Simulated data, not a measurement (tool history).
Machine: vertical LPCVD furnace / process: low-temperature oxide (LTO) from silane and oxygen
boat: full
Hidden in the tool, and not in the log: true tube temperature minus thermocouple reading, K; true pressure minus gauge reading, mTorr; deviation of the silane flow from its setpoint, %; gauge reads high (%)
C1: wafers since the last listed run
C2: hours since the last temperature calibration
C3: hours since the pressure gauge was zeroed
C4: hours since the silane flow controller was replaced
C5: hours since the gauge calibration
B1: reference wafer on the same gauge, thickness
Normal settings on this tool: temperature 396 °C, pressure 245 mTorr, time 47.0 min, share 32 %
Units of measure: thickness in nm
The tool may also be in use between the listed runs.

run 1 day=0.000 | temperature=389 pressure=285 time=47.0 share=32 | C1=0 C2=1957.5 C3=910.4 C4=5757.8 C5=960.5 | B1=383.40 | thickness=421.91
-- day=2.204 gauge calibrated
run 2 day=2.592 | temperature=389 pressure=285 time=47.0 share=32 | C1=1300 C2=2019.7 C3=972.6 C4=5820.0 C5=9.3 | B1=383.18 | thickness=424.12
run 3 day=6.646 | temperature=396 pressure=245 time=47.0 share=32 | C1=2034 C2=2117.0 C3=1069.9 C4=5917.3 C5=106.6 | B1=383.34 | thickness=400.08
run 4 day=8.933 | temperature=396 pressure=245 time=47.0 share=32 | C1=1147 C2=2171.9 C3=1124.8 C4=5972.2 C5=161.5 | B1=382.88 | thickness=398.46
run 5 day=12.525 | temperature=396 pressure=245 time=47.0 share=31 | C1=1802 C2=2258.1 C3=1211.0 C4=6058.4 C5=247.7 | B1=383.00 | thickness=378.55
run 6 day=14.138 | temperature=396 pressure=245 time=47.0 share=31 | C1=809 C2=2296.8 C3=1249.7 C4=6097.1 C5=286.4 | B1=382.54 | thickness=377.41
run 7 day=16.658 | temperature=396 pressure=280 time=47.0 share=32 | C1=1265 C2=2357.3 C3=1310.2 C4=6157.6 C5=346.9 | B1=382.93 | thickness=457.76
run 8 day=20.008 | temperature=396 pressure=280 time=47.0 share=32 | C1=1681 C2=2437.7 C3=1390.6 C4=6238.0 C5=427.3 | B1=383.07 | thickness=452.95
run 9 day=23.000 | temperature=396 pressure=245 time=47.0 share=30 | C1=1501 C2=2509.5 C3=1462.4 C4=6309.8 C5=499.1 | B1=382.77 | thickness=361.45
run 10 day=25.592 | temperature=396 pressure=245 time=47.0 share=30 | C1=1300 C2=2571.7 C3=1524.6 C4=6372.0 C5=561.3 | B1=382.83 | thickness=364.26
run 11 day=29.267 | temperature=396 pressure=245 time=33.0 share=32 | C1=1844 C2=2659.9 C3=1612.8 C4=6460.2 C5=649.5 | B1=382.90 | thickness=276.67
run 12 day=31.238 | temperature=396 pressure=245 time=47.0 share=32 | C1=989 C2=2707.2 C3=1660.1 C4=6507.5 C5=696.8 | B1=383.66 | thickness=399.53
run 13 day=34.996 | temperature=396 pressure=245 time=47.0 share=32 | C1=1886 C2=2797.4 C3=1750.3 C4=6597.7 C5=787.0 | B1=382.49 | thickness=402.47
-- day=37.133 silane flow controller replaced
run 14 day=37.154 | temperature=396 pressure=245 time=47.0 share=32 | C1=581 C2=2849.2 C3=1802.1 C4=0.5 C5=838.8 | B1=382.22 | thickness=399.38
run 15 day=39.150 | temperature=396 pressure=245 time=47.0 share=32 | C1=1001 C2=2897.1 C3=1850.0 C4=48.4 C5=886.7 | B1=382.54 | thickness=399.41
run 16 day=41.392 | temperature=396 pressure=245 time=47.0 share=32 | C1=1124 C2=2950.9 C3=1903.8 C4=102.2 C5=940.5 | B1=383.15 | thickness=398.96
-- day=44.000 pressure gauge zeroed
run 17 day=45.488 | temperature=396 pressure=245 time=47.0 share=29 | C1=1553 C2=3049.2 C3=35.7 C4=200.5 C5=1038.8 | B1=382.48 | thickness=346.22
-- day=45.892 gauge calibrated
run 18 day=47.954 | temperature=396 pressure=245 time=47.0 share=32 | C1=1237 C2=3108.4 C3=94.9 C4=259.7 C5=49.5 | B1=382.13 | thickness=396.26
run 19 day=50.475 | temperature=399 pressure=185 time=47.0 share=29 | C1=1265 C2=3168.9 C3=155.4 C4=320.2 C5=110.0 | B1=383.29 | thickness=267.78
-- day=52.583 thermocouples replaced and temperature profile calibrated
run 20 day=54.538 | temperature=396 pressure=260 time=47.0 share=32 | C1=1536 C2=46.9 C3=252.9 C4=417.7 C5=207.5 | B1=382.75 | thickness=404.84
run 21 day=56.129 | temperature=390 pressure=200 time=41.5 share=29 | C1=798 C2=85.1 C3=291.1 C4=455.9 C5=245.7 | B1=382.90 | thickness=219.58
run 22 day=59.054 | temperature=391 pressure=280 time=47.0 share=32 | C1=1467 C2=155.3 C3=361.3 C4=526.1 C5=315.9 | B1=383.43 | thickness=413.87
run 23 day=63.254 | temperature=404 pressure=245 time=62.5 share=32 | C1=2107 C2=256.1 C3=462.1 C4=626.9 C5=416.7 | B1=382.90 | thickness=557.06
run 24 day=67.012 | temperature=396 pressure=245 time=31.0 share=32 | C1=1886 C2=346.3 C3=552.3 C4=717.1 C5=506.9 | B1=383.21 | thickness=251.50
run 25 day=68.525 | temperature=404 pressure=245 time=47.0 share=32 | C1=759 C2=382.6 C3=588.6 C4=753.4 C5=543.2 | B1=382.17 | thickness=427.14
run 26 day=70.421 | temperature=385 pressure=300 time=39.0 share=32 | C1=951 C2=428.1 C3=634.1 C4=798.9 C5=588.7 | B1=383.03 | thickness=341.35
run 27 day=72.008 | temperature=396 pressure=245 time=47.0 share=32 | C1=796 C2=466.2 C3=672.2 C4=837.0 C5=626.8 | B1=382.52 | thickness=388.48
run 28 day=74.396 | temperature=396 pressure=245 time=47.0 share=35 | C1=1198 C2=523.5 C3=729.5 C4=894.3 C5=684.1 | B1=383.34 | thickness=436.60
run 29 day=78.638 | temperature=387 pressure=195 time=57.5 share=36 | C1=2128 C2=625.3 C3=831.3 C4=996.1 C5=785.9 | B1=383.10 | thickness=400.26
run 30 day=82.275 | temperature=396 pressure=245 time=47.0 share=37 | C1=1825 C2=712.6 C3=918.6 C4=1083.4 C5=873.2 | B1=382.67 | thickness=467.94

Per-run results on a tool with no hidden state, each run keeping its own random variation:
run=1 thickness=402.13
run=2 thickness=404.04
run=3 thickness=381.37
run=4 thickness=379.68
run=5 thickness=360.38
run=6 thickness=359.21
run=7 thickness=435.70
run=8 thickness=430.93
run=9 thickness=343.50
run=10 thickness=346.06
run=11 thickness=262.94
run=12 thickness=379.63
run=13 thickness=382.28
run=14 thickness=379.27
run=15 thickness=379.24
run=16 thickness=378.74
run=17 thickness=328.18
run=18 thickness=375.99
run=19 thickness=253.89
run=20 thickness=403.10
run=21 thickness=218.25
run=22 thickness=410.32
run=23 thickness=550.63
run=24 thickness=247.79
run=25 thickness=420.57
run=26 thickness=335.23
run=27 thickness=381.39
run=28 thickness=428.16
run=29 thickness=391.29
run=30 thickness=456.98
